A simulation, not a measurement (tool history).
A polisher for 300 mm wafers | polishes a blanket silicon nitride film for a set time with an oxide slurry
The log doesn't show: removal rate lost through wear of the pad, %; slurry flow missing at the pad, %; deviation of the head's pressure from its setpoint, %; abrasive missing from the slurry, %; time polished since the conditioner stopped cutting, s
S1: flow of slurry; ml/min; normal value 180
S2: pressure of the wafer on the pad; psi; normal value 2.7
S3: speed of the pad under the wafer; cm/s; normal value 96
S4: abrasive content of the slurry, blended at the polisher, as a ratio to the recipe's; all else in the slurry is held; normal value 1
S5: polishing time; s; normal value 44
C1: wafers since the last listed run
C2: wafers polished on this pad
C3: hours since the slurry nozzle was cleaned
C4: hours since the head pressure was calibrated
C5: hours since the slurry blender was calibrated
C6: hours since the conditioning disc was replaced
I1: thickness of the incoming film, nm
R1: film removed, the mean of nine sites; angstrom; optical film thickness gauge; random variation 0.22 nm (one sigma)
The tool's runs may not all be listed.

Run 1, day 0: usual settings but S5 48 s; C1 0; C2 370; C3 139.2; C4 125.2; C5 28.7; C6 9.6; I1 617.6. Result: R1 218 angstrom.
Run 2, day 2.058: usual settings; C1 440; C2 810; C3 188.6; C4 174.6; C5 78.1; C6 59; I1 637. Result: R1 202 angstrom.
Run 3, day 3.617: usual settings; C1 333; C2 1143; C3 226; C4 212; C5 115.5; C6 96.4; I1 642.4. Result: R1 200 angstrom.
At day 4.938: worn pad replaced by a new one.
Run 4, day 5.758: usual settings but S5 33 s; C1 422; C2 175; C3 277.4; C4 263.4; C5 166.9; C6 147.8; I1 629.7. Result: R1 146 angstrom.
At day 6.333: slurry nozzle cleaned.
Run 5, day 7.012: usual settings but S5 33 s; C1 259; C2 434; C3 16.3; C4 293.5; C5 197; C6 177.9; I1 629.8. Result: R1 153 angstrom.
Run 6, day 8.562: usual settings but S5 33 s; C1 331; C2 766; C3 53.5; C4 330.7; C5 234.2; C6 215.1; I1 634.3. Result: R1 146 angstrom.
At day 9.646: head pressure recalibrated.
Run 7, day 9.771: usual settings but S3 120 cm/s; C1 240; C2 1006; C3 82.5; C4 3; C5 263.2; C6 244.1; I1 641.5. Result: R1 232 angstrom.
At day 10.708: worn pad replaced by a new one.
At day 12.229: conditioning disc replaced and pad reconditioned.
Run 8, day 12.554: usual settings but S3 88 cm/s; C1 541; C2 377; C3 149.3; C4 69.8; C5 330; C6 7.8; I1 626.3. Result: R1 172 angstrom.
At day 13.621: slurry blender recalibrated.
Run 9, day 15.354: usual settings but S3 70 cm/s, S5 30 s; C1 580; C2 957; C3 216.5; C4 137; C5 41.6; C6 75; I1 621.6. Result: R1 109 angstrom.
At day 15.975: worn pad replaced by a new one.
Run 10, day 17.388: usual settings but S3 106 cm/s, S4 1.3; C1 399; C2 302; C3 265.3; C4 185.8; C5 90.4; C6 123.8; I1 627.7. Result: R1 246 angstrom.
At day 19.383: slurry nozzle cleaned.
Run 11, day 19.846: usual settings but S1 215 ml/min; C1 516; C2 818; C3 11.1; C4 244.8; C5 149.4; C6 182.8; I1 630.9. Result: R1 210 angstrom.
Run 12, day 21.133: usual settings but S1 215 ml/min, S2 3.1 psi, S5 56 s; C1 275; C2 1094; C3 42; C4 275.7; C5 180.3; C6 213.7; I1 623.8. Result: R1 300 angstrom.

Estimate the outcome of run 13 from the log above:
At day 22.046: worn pad replaced by a new one.
At day 22.046: head pressure recalibrated.
Run 13, day 23.467: usual settings but S3 108 cm/s, S4 1.2, S5 36 s; C1 480; C2 303; C3 98; C4 34.1; C5 236.3; C6 269.7; I1 620.7. Result: R1 ?.

{"run 13": {"R1": 198}}
The same run, on a tool lacking any hidden state, would have yielded R1 210 angstrom.

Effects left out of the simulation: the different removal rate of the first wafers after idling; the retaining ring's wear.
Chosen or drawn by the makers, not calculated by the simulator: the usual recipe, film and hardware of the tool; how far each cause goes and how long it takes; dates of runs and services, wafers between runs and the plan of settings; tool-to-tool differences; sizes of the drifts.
